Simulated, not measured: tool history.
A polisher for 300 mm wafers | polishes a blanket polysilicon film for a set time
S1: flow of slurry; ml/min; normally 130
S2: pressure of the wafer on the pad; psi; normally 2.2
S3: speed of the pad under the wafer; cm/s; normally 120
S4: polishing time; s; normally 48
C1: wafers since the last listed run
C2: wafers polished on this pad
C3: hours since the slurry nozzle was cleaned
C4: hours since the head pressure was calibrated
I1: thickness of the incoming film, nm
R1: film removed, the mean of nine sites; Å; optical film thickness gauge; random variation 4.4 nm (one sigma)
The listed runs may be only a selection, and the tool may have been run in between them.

Run 1, hour 0: usual settings but S2 1.8 psi; C1 0; C2 3401; C3 147.2; C4 468.2; I1 1334.1. Result: R1 3313 Å.
Run 2, hour 64: usual settings but S4 57 s; C1 465; C2 3867; C3 211.2; C4 532.2; I1 1310.2. Result: R1 4429 Å.
Run 3, hour 163.5: usual settings but S1 165 ml/min; C1 724; C2 4591; C3 310.7; C4 631.7; I1 1330.9. Result: R1 3876 Å.
At hour 172.4: head pressure recalibrated.
At hour 177.7: worn pad replaced by a new one.
Run 4, hour 225.8: usual settings but S1 165 ml/min; C1 409; C2 349; C3 373; C4 53.4; I1 1329.9. Result: R1 4351 Å.
Run 5, hour 266.4: usual settings; C1 295; C2 645; C3 413.6; C4 94; I1 1336. Result: R1 4161 Å.
Run 6, hour 352.6: usual settings; C1 627; C2 1273; C3 499.8; C4 180.2; I1 1330.6. Result: R1 4032 Å.
Run 7, hour 393.2: usual settings; C1 295; C2 1568; C3 540.4; C4 220.8; I1 1334. Result: R1 3942 Å.
Run 8, hour 468.9: usual settings but S2 2.7 psi; C1 551; C2 2119; C3 616.1; C4 296.5; I1 1317.9. Result: R1 4417 Å.
Run 9, hour 568.5: usual settings but S2 2.7 psi; C1 725; C2 2844; C3 715.7; C4 396.1; I1 1328.9. Result: R1 4340 Å.
Run 10, hour 661.2: usual settings but S2 2.7 psi; C1 674; C2 3519; C3 808.4; C4 488.8; I1 1300.6. Result: R1 4322 Å.
Run 11, hour 697.3: usual settings but S2 2.5 psi, S4 35 s; C1 262; C2 3782; C3 844.5; C4 524.9; I1 1314.5. Result: R1 3078 Å.
At hour 752.6: slurry nozzle cleaned.
At hour 792.3: head pressure recalibrated.
Run 12, hour 801.3: usual settings but S1 160 ml/min; C1 735; C2 4517; C3 48.7; C4 9; I1 1330. Result: R1 3907 Å.
At hour 829.1: worn pad replaced by a new one.
Run 13, hour 895.7: usual settings but S1 160 ml/min; C1 658; C2 484; C3 143.1; C4 103.4; I1 1315.1. Result: R1 4233 Å.
Run 14, hour 951.1: usual settings but S1 160 ml/min; C1 403; C2 887; C3 198.5; C4 158.8; I1 1333.4. Result: R1 4232 Å.
Run 15, hour 1004.5: usual settings but S3 130 cm/s, S4 53 s; C1 388; C2 1276; C3 251.9; C4 212.2; I1 1353.9. Result: R1 4718 Å.
Run 16, hour 1090.8: usual settings; C1 628; C2 1904; C3 338.2; C4 298.5; I1 1323.7. Result: R1 3885 Å.
Run 17, hour 1284.1: usual settings but S2 2.9 psi, S4 31 s; C1 1407; C2 3312; C3 531.5; C4 491.8; I1 1327.6. Result: R1 2940 Å.
Run 18, hour 1381.2: usual settings; C1 706; C2 4019; C3 628.6; C4 588.9; I1 1313.8. Result: R1 3773 Å.
Run 19, hour 1442.1: usual settings but S1 115 ml/min, S2 2.8 psi, S3 154 cm/s, S4 57 s; C1 443; C2 4462; C3 689.5; C4 649.8; I1 1339.6. Result: R1 6408 Å.
Run 20, hour 1478.6: usual settings but S2 1.8 psi, S4 61 s; C1 265; C2 4728; C3 726; C4 686.3; I1 1303.1. Result: R1 4138 Å.
At hour 1484: worn pad replaced by a new one.
At hour 1511: slurry nozzle cleaned.
At hour 1547.7: head pressure recalibrated.
Run 21, hour 1584.9: usual settings but S1 160 ml/min; C1 722; C2 713; C3 73.9; C4 37.2; I1 1325.4. Result: R1 4215 Å.
Run 22, hour 1682.9: usual settings but S1 145 ml/min, S2 1.9 psi, S3 82 cm/s, S4 62 s; C1 713; C2 1426; C3 171.9; C4 135.2; I1 1330.2. Result: R1 3243 Å.
Run 23, hour 1767.2: usual settings but S2 2.8 psi, S3 136 cm/s, S4 39 s; C1 613; C2 2040; C3 256.2; C4 219.5; I1 1312.4. Result: R1 4219 Å.
Run 24, hour 1836.8: usual settings; C1 506; C2 2546; C3 325.8; C4 289.1; I1 1326.6. Result: R1 3833 Å.
Run 25, hour 1890.8: usual settings but S1 115 ml/min, S3 98 cm/s; C1 393; C2 2940; C3 379.8; C4 343.1; I1 1331.1. Result: R1 3087 Å.
Run 26, hour 1985.7: usual settings but S4 56 s; C1 690; C2 3630; C3 474.7; C4 438; I1 1338.4. Result: R1 4542 Å.
Run 27, hour 2057.5: usual settings; C1 522; C2 4153; C3 546.5; C4 509.8; I1 1328. Result: R1 3795 Å.
At hour 2100.6: worn pad replaced by a new one.
Run 28, hour 2155.2: usual settings but S2 1.6 psi, S3 158 cm/s; C1 682; C2 397; C3 644.2; C4 607.5; I1 1329.1. Result: R1 4543 Å.
At hour 2193: head pressure recalibrated.
Run 29, hour 2258.6: usual settings; C1 738; C2 1135; C3 747.6; C4 65.6; I1 1316.1. Result: R1 4025 Å.
Run 30, hour 2365.5: usual settings but S1 175 ml/min, S2 2.8 psi; C1 778; C2 1914; C3 854.5; C4 172.5; I1 1320.9. Result: R1 4863 Å.
At hour 2386.2: slurry nozzle cleaned.
Run 31, hour 2419.7: usual settings but S4 33 s; C1 387; C2 2301; C3 33.5; C4 226.7; I1 1347.1. Result: R1 2691 Å.
Run 32, hour 2510: usual settings but S1 90 ml/min; C1 657; C2 2958; C3 123.8; C4 317; I1 1319. Result: R1 3653 Å.
Run 33, hour 2565.3: usual settings but S1 115 ml/min, S2 1.6 psi, S3 138 cm/s, S4 40 s; C1 402; C2 3361; C3 179.1; C4 372.3; I1 1354.6. Result: R1 3000 Å.
Run 34, hour 2658.1: usual settings but S1 165 ml/min, S2 2.7 psi, S3 106 cm/s; C1 675; C2 4037; C3 271.9; C4 465.1; I1 1320.8. Result: R1 3987 Å.
Run 35, hour 2729: usual settings; C1 516; C2 4553; C3 342.8; C4 536; I1 1322.1. Result: R1 3856 Å.
At hour 2744.9: worn pad replaced by a new one.
Run 36, hour 2801.3: usual settings but S1 170 ml/min; C1 497; C2 410; C3 415.1; C4 608.3; I1 1345.6. Result: R1 4248 Å.
Run 37, hour 2900.6: usual settings; C1 722; C2 1133; C3 514.4; C4 707.6; I1 1301.5. Result: R1 4015 Å.
At hour 2909.2: head pressure recalibrated.
Run 38, hour 2961.1: usual settings; C1 425; C2 1559; C3 574.9; C4 51.9; I1 1343.3. Result: R1 4005 Å.

Here are 3 independent what-if runs from the current tool condition. What would each one return?
Run A, hour 2961.5: usual settings but S4 60 s; C1 2; C2 1562; C3 575.3; C4 52.3; I1 1308.5. Result: R1 ?.
Run B, hour 2961.5: usual settings but S1 115 ml/min, S3 98 cm/s, S4 37 s; C1 2; C2 1562; C3 575.3; C4 52.3; I1 1308.5. Result: R1 ?.
Run C, hour 2961.5: usual settings but S1 115 ml/min; C1 2; C2 1562; C3 575.3; C4 52.3; I1 1308.5. Result: R1 ?.

run    R1
  A  5007
  B  2468
  C  3920
Stripped of hidden state, with their random variation kept, the same runs would have yielded:
run    R1
  A  5403
  B  2663
  C  4231
